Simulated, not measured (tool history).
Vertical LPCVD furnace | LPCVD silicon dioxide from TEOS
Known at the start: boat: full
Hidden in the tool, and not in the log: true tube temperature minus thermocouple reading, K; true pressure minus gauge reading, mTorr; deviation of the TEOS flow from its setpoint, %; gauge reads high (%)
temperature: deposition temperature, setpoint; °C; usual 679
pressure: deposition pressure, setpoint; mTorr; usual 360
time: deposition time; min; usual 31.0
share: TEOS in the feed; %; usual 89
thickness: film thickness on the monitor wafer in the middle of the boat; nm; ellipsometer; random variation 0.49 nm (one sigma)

| run | hour | temperature | pressure | time | share | wafers since the last listed run | hours since the last temperature calibration | hours since the pressure gauge was zeroed | hours since the TEOS flow controller was replaced | hours since the gauge calibration | read-back reference wafer on the same gauge, thickness | thickness |
|---|---|---|---|---|---|---|---|---|---|---|---|---|
| 1 | 0.0 | 679 | 360 | 31.0 | 89 | 0 | 3299.4 | 2441.8 | 4042.9 | 382.0 | 196.14 | 182.69 |
| 2 | 6.7 | 679 | 360 | 31.0 | 89 | 145 | 3306.1 | 2448.5 | 4049.6 | 388.7 | 196.01 | 182.47 |
| 3 | 13.0 | 679 | 360 | 31.0 | 89 | 136 | 3312.4 | 2454.8 | 4055.9 | 395.0 | 196.09 | 181.91 |
| 4 | 22.4 | 679 | 360 | 37.0 | 97 | 204 | 3321.8 | 2464.2 | 4065.3 | 404.4 | 195.87 | 226.86 |
| 5 | 34.1 | 679 | 360 | 37.0 | 97 | 254 | 3333.5 | 2475.9 | 4077.0 | 416.1 | 195.84 | 226.71 |
|  | 75.6 | pressure gauge zeroed |
| 6 | 87.5 | 679 | 360 | 37.0 | 97 | 638 | 3386.9 | 11.9 | 4130.4 | 469.5 | 196.09 | 228.17 |
| 7 | 95.5 | 679 | 360 | 26.0 | 89 | 173 | 3394.9 | 19.9 | 4138.4 | 477.5 | 196.02 | 152.97 |
| 8 | 107.1 | 679 | 360 | 26.0 | 89 | 251 | 3406.5 | 31.5 | 4150.0 | 489.1 | 195.99 | 152.69 |
| 9 | 124.9 | 679 | 360 | 31.0 | 89 | 386 | 3424.3 | 49.3 | 4167.8 | 506.9 | 196.02 | 182.07 |
| 10 | 141.9 | 679 | 360 | 31.0 | 81 | 369 | 3441.3 | 66.3 | 4184.8 | 523.9 | 196.00 | 174.15 |
| 11 | 158.3 | 679 | 360 | 31.0 | 89 | 356 | 3457.7 | 82.7 | 4201.2 | 540.3 | 196.00 | 182.89 |
| 12 | 170.4 | 679 | 360 | 19.5 | 89 | 262 | 3469.8 | 94.8 | 4213.3 | 552.4 | 195.99 | 115.06 |
| 13 | 181.4 | 686 | 360 | 22.5 | 97 | 238 | 3480.8 | 105.8 | 4224.3 | 563.4 | 196.13 | 163.69 |
| 14 | 198.9 | 679 | 360 | 31.0 | 89 | 380 | 3498.3 | 123.3 | 4241.8 | 580.9 | 195.99 | 182.57 |
| 15 | 211.1 | 679 | 360 | 42.0 | 97 | 264 | 3510.5 | 135.5 | 4254.0 | 593.1 | 196.20 | 257.56 |
|  | 235.6 | thermocouples replaced and temperature profile calibrated |
| 16 | 236.1 | 669 | 360 | 31.0 | 76 | 21 | 0.5 | 160.5 | 4279.0 | 618.1 | 196.14 | 121.02 |
| 17 | 240.2 | 679 | 360 | 31.0 | 97 | 89 | 4.6 | 164.6 | 4283.1 | 622.2 | 195.94 | 173.72 |
| 18 | 259.7 | 667 | 405 | 31.0 | 89 | 423 | 24.1 | 184.1 | 4302.6 | 641.7 | 196.03 | 131.98 |
|  | 296.1 | TEOS flow controller replaced |
| 19 | 296.6 | 669 | 430 | 42.0 | 97 | 280 | 61.0 | 221.0 | 0.5 | 678.6 | 195.90 | 203.08 |
|  | 297.6 | gauge calibrated |
| 20 | 300.7 | 672 | 360 | 31.0 | 81 | 89 | 65.1 | 225.1 | 4.6 | 3.1 | 196.22 | 134.47 |
| 21 | 304.9 | 679 | 410 | 28.0 | 97 | 91 | 69.3 | 229.3 | 8.8 | 7.3 | 196.00 | 169.11 |
| 22 | 315.7 | 690 | 330 | 31.0 | 82 | 234 | 80.1 | 240.1 | 19.6 | 18.1 | 196.08 | 201.53 |
| 23 | 342.6 | 679 | 360 | 31.0 | 89 | 584 | 107.0 | 267.0 | 46.5 | 45.0 | 196.11 | 167.30 |
| 24 | 357.4 | 679 | 325 | 31.0 | 97 | 321 | 121.8 | 281.8 | 61.3 | 59.8 | 196.04 | 165.78 |
| 25 | 368.1 | 675 | 360 | 31.0 | 80 | 232 | 132.5 | 292.5 | 72.0 | 70.5 | 196.09 | 144.75 |
| 26 | 376.7 | 686 | 360 | 31.0 | 89 | 186 | 141.1 | 301.1 | 80.6 | 79.1 | 196.04 | 198.24 |
| 27 | 386.0 | 684 | 280 | 25.0 | 89 | 201 | 150.4 | 310.4 | 89.9 | 88.4 | 196.01 | 134.29 |
| 28 | 402.4 | 679 | 415 | 31.0 | 97 | 356 | 166.8 | 326.8 | 106.3 | 104.8 | 195.84 | 188.47 |
| 29 | 415.3 | 679 | 310 | 31.0 | 89 | 280 | 179.7 | 339.7 | 119.2 | 117.7 | 195.79 | 155.87 |
| 30 | 427.4 | 683 | 360 | 31.0 | 89 | 262 | 191.8 | 351.8 | 131.3 | 129.8 | 196.24 | 184.84 |

Measured less the same run without the tool's hidden state. The same run-to-run variation is in both; the gauge's scatter may not be:
| run | thickness |
|---|---|
| 1 | +16.52 |
| 2 | +16.53 |
| 3 | +16.50 |
| 4 | +20.63 |
| 5 | +20.68 |
| 6 | +21.10 |
| 7 | +14.17 |
| 8 | +14.20 |
| 9 | +16.99 |
| 10 | +16.33 |
| 11 | +17.22 |
| 12 | +10.87 |
| 13 | +15.29 |
| 14 | +17.37 |
| 15 | +24.56 |
| 16 | +1.32 |
| 17 | +1.87 |
| 18 | +1.53 |
| 19 | +2.54 |
| 20 | +1.68 |
| 21 | +2.11 |
| 22 | +2.51 |
| 23 | +2.24 |
| 24 | +2.29 |
| 25 | +2.06 |
| 26 | +2.79 |
| 27 | +1.94 |
| 28 | +2.82 |
| 29 | +2.39 |
| 30 | +2.86 |
